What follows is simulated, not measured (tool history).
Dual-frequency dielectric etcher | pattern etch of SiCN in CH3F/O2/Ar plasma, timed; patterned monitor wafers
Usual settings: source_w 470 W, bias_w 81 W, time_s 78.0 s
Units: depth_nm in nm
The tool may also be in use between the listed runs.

| run | hour | source_w | bias_w | time_s | wafers since the last listed run | hours since the last wet clean | hours since the last source power generator calibration | hours since the last bias power generator calibration | hours since the last upper electrode change | hours since the gauge calibration | read-back reference wafer on the same gauge, depth_nm | depth_nm |
|---|---|---|---|---|---|---|---|---|---|---|---|---|
| 1 | 0.0 | 500 | 81 | 78.0 | 0 | 377.2 | 2234.3 | 4033.4 | 2939.1 | 77.7 | 36.91 | 35.36 |
| 2 | 35.3 | 470 | 81 | 78.0 | 209 | 412.5 | 2269.6 | 4068.7 | 2974.4 | 113.0 | 36.90 | 34.74 |
| 3 | 66.9 | 470 | 81 | 78.0 | 187 | 444.1 | 2301.2 | 4100.3 | 3006.0 | 144.6 | 36.91 | 34.80 |
| 4 | 80.8 | 470 | 76 | 78.0 | 82 | 458.0 | 2315.1 | 4114.2 | 3019.9 | 158.5 | 36.92 | 33.64 |
| 5 | 97.9 | 470 | 76 | 78.0 | 101 | 475.1 | 2332.2 | 4131.3 | 3037.0 | 175.6 | 36.91 | 33.64 |
| 6 | 106.1 | 470 | 76 | 78.0 | 48 | 483.3 | 2340.4 | 4139.5 | 3045.2 | 183.8 | 36.94 | 33.60 |
| 7 | 119.8 | 400 | 81 | 78.0 | 81 | 497.0 | 2354.1 | 4153.2 | 3058.9 | 197.5 | 36.88 | 33.43 |
|  | 136.7 | bias power generator calibrated |
| 8 | 137.4 | 400 | 81 | 78.0 | 80 | 514.6 | 2371.7 | 0.7 | 3076.5 | 215.1 | 36.88 | 33.51 |
| 9 | 143.5 | 400 | 81 | 78.0 | 36 | 520.7 | 2377.8 | 6.8 | 3082.6 | 221.2 | 36.89 | 33.47 |
| 10 | 157.6 | 470 | 81 | 64.0 | 83 | 534.8 | 2391.9 | 20.9 | 3096.7 | 235.3 | 36.89 | 28.40 |
| 11 | 170.1 | 470 | 81 | 64.0 | 74 | 547.3 | 2404.4 | 33.4 | 3109.2 | 247.8 | 36.91 | 28.36 |
| 12 | 185.6 | 470 | 76 | 78.0 | 92 | 562.8 | 2419.9 | 48.9 | 3124.7 | 263.3 | 36.90 | 33.49 |
| 13 | 194.6 | 470 | 81 | 100.0 | 53 | 571.8 | 2428.9 | 57.9 | 3133.7 | 272.3 | 36.91 | 44.20 |
|  | 202.9 | gauge calibrated |
|  | 204.2 | source power generator calibrated |
|  | 230.3 | upper electrode replaced |
|  | 242.7 | wet clean of the chamber |
| 14 | 243.2 | 390 | 73 | 94.0 | 48 | 0.5 | 39.0 | 106.5 | 12.9 | 40.3 | 36.89 | 39.41 |
| 15 | 243.6 | 470 | 81 | 66.0 | 2 | 0.9 | 39.4 | 106.9 | 13.3 | 40.7 | 36.91 | 30.11 |
| 16 | 243.9 | 470 | 96 | 85.5 | 1 | 1.2 | 39.7 | 107.2 | 13.6 | 41.0 | 36.88 | 42.48 |
| 17 | 248.2 | 470 | 73 | 78.0 | 25 | 5.5 | 44.0 | 111.5 | 17.9 | 45.3 | 36.87 | 33.81 |
| 18 | 264.7 | 530 | 81 | 78.0 | 98 | 22.0 | 60.5 | 128.0 | 34.4 | 61.8 | 36.90 | 36.61 |
| 19 | 278.9 | 360 | 63 | 78.0 | 84 | 36.2 | 74.7 | 142.2 | 48.6 | 76.0 | 36.90 | 29.71 |
| 20 | 288.1 | 470 | 94 | 64.0 | 54 | 45.4 | 83.9 | 151.4 | 57.8 | 85.2 | 36.91 | 31.37 |
| 21 | 298.5 | 400 | 81 | 78.0 | 61 | 55.8 | 94.3 | 161.8 | 68.2 | 95.6 | 36.90 | 34.49 |
| 22 | 315.7 | 410 | 66 | 91.0 | 102 | 73.0 | 111.5 | 179.0 | 85.4 | 112.8 | 36.91 | 36.42 |
| 23 | 330.8 | 520 | 81 | 78.0 | 89 | 88.1 | 126.6 | 194.1 | 100.5 | 127.9 | 36.90 | 36.33 |

Forecast each of these 4 alternatives for the next run:
| A | 331.2 | 560 | 81 | 78.0 | 2 | 88.5 | 127.0 | 194.5 | 100.9 | 128.3 | ? | ? |
| B | 331.2 | 350 | 95 | 99.0 | 2 | 88.5 | 127.0 | 194.5 | 100.9 | 128.3 | ? | ? |
| C | 331.2 | 430 | 98 | 99.5 | 2 | 88.5 | 127.0 | 194.5 | 100.9 | 128.3 | ? | ? |
| D | 331.2 | 550 | 65 | 99.5 | 2 | 88.5 | 127.0 | 194.5 | 100.9 | 128.3 | ? | ? |

| run | read-back reference wafer on the same gauge, depth_nm | depth_nm |
|---|---|---|
| A | 36.89 | 36.86 |
| B | 36.89 | 46.08 |
| C | 36.89 | 48.83 |
| D | 36.89 | 42.02 |
Without the tool's hidden state the same runs would have given:
| run | depth_nm |
|---|---|
| A | 37.03 |
| B | 46.30 |
| C | 49.06 |
| D | 42.22 |

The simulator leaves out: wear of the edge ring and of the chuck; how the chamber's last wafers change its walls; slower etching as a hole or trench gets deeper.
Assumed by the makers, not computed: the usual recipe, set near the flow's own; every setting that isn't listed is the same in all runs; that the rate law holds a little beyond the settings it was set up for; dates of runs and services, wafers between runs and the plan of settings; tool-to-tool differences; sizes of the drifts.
